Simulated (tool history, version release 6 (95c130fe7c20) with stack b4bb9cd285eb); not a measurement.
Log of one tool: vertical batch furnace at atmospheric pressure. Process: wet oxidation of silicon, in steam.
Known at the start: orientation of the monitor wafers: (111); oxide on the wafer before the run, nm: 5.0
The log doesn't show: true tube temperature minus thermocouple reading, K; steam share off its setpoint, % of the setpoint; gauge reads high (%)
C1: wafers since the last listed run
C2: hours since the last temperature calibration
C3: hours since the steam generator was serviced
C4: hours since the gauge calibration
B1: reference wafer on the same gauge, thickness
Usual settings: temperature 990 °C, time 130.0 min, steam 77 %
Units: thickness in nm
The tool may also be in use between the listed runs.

{"run": 1, "hour": 0.0, "temperature": 990, "time": 130.0, "steam": 77, "C1": 0, "C2": 1897.1, "C3": 3227.6, "C4": 282.3, "B1": 582.72, "thickness": 602.51}
{"run": 2, "hour": 39.0, "temperature": 990, "time": 130.0, "steam": 77, "C1": 450, "C2": 1936.1, "C3": 3266.6, "C4": 321.3, "B1": 582.89, "thickness": 598.98}
{"run": 3, "hour": 89.6, "temperature": 990, "time": 130.0, "steam": 77, "C1": 584, "C2": 1986.7, "C3": 3317.2, "C4": 371.9, "B1": 583.89, "thickness": 604.41}
{"run": 4, "hour": 146.1, "temperature": 990, "time": 130.0, "steam": 77, "C1": 652, "C2": 2043.2, "C3": 3373.7, "C4": 428.4, "B1": 582.77, "thickness": 598.72}
{"run": 5, "hour": 183.8, "temperature": 990, "time": 130.0, "steam": 86, "C1": 435, "C2": 2080.9, "C3": 3411.4, "C4": 466.1, "B1": 582.75, "thickness": 642.0}
{"run": 6, "hour": 244.0, "temperature": 990, "time": 130.0, "steam": 77, "C1": 695, "C2": 2141.1, "C3": 3471.6, "C4": 526.3, "B1": 583.42, "thickness": 603.17}
{"run": 7, "hour": 280.8, "temperature": 990, "time": 130.0, "steam": 77, "C1": 425, "C2": 2177.9, "C3": 3508.4, "C4": 563.1, "B1": 582.3, "thickness": 598.63}
{"run": 8, "hour": 342.3, "temperature": 990, "time": 130.0, "steam": 77, "C1": 710, "C2": 2239.4, "C3": 3569.9, "C4": 624.6, "B1": 583.44, "thickness": 601.08}
{"hour": 414.7, "done": "steam generator serviced"}
{"run": 9, "hour": 415.2, "temperature": 990, "time": 130.0, "steam": 77, "C1": 565, "C2": 2312.3, "C3": 0.5, "C4": 697.5, "B1": 582.55, "thickness": 627.53}
{"run": 10, "hour": 438.9, "temperature": 990, "time": 130.0, "steam": 77, "C1": 273, "C2": 2336.0, "C3": 24.2, "C4": 721.2, "B1": 582.11, "thickness": 626.42}
{"run": 11, "hour": 478.3, "temperature": 990, "time": 130.0, "steam": 77, "C1": 455, "C2": 2375.4, "C3": 63.6, "C4": 760.6, "B1": 583.03, "thickness": 623.26}
{"run": 12, "hour": 520.1, "temperature": 990, "time": 130.0, "steam": 77, "C1": 483, "C2": 2417.2, "C3": 105.4, "C4": 802.4, "B1": 583.96, "thickness": 625.62}
{"hour": 552.9, "done": "gauge calibrated"}
{"run": 13, "hour": 575.9, "temperature": 990, "time": 174.5, "steam": 77, "C1": 644, "C2": 2473.0, "C3": 161.2, "C4": 23.0, "B1": 582.26, "thickness": 748.34}
{"hour": 608.0, "done": "thermocouples replaced and temperature profile calibrated"}
{"run": 14, "hour": 627.4, "temperature": 990, "time": 174.5, "steam": 77, "C1": 317, "C2": 19.4, "C3": 212.7, "C4": 74.5, "B1": 582.85, "thickness": 738.74}
{"run": 15, "hour": 696.4, "temperature": 979, "time": 180.5, "steam": 77, "C1": 797, "C2": 88.4, "C3": 281.7, "C4": 143.5, "B1": 583.06, "thickness": 714.58}
{"run": 16, "hour": 737.4, "temperature": 969, "time": 130.0, "steam": 85, "C1": 473, "C2": 129.4, "C3": 322.7, "C4": 184.5, "B1": 582.73, "thickness": 593.25}
{"run": 17, "hour": 804.3, "temperature": 990, "time": 78.0, "steam": 77, "C1": 773, "C2": 196.3, "C3": 389.6, "C4": 251.4, "B1": 582.73, "thickness": 456.67}
{"run": 18, "hour": 843.8, "temperature": 975, "time": 173.0, "steam": 70, "C1": 456, "C2": 235.8, "C3": 429.1, "C4": 290.9, "B1": 583.41, "thickness": 645.62}
{"run": 19, "hour": 893.3, "temperature": 990, "time": 130.0, "steam": 77, "C1": 571, "C2": 285.3, "C3": 478.6, "C4": 340.4, "B1": 583.5, "thickness": 620.36}

The next listed run, before its measurement:
{"run": 20, "hour": 925.7, "temperature": 990, "time": 130.0, "steam": 77, "C1": 374, "C2": 317.7, "C3": 511.0, "C4": 372.8, "B1": "?", "thickness": "?"}

{"run 20": {"B1": 582.83, "thickness": 625.29}}
Without the tool's hidden state the same run would have given thickness 633.86 nm.
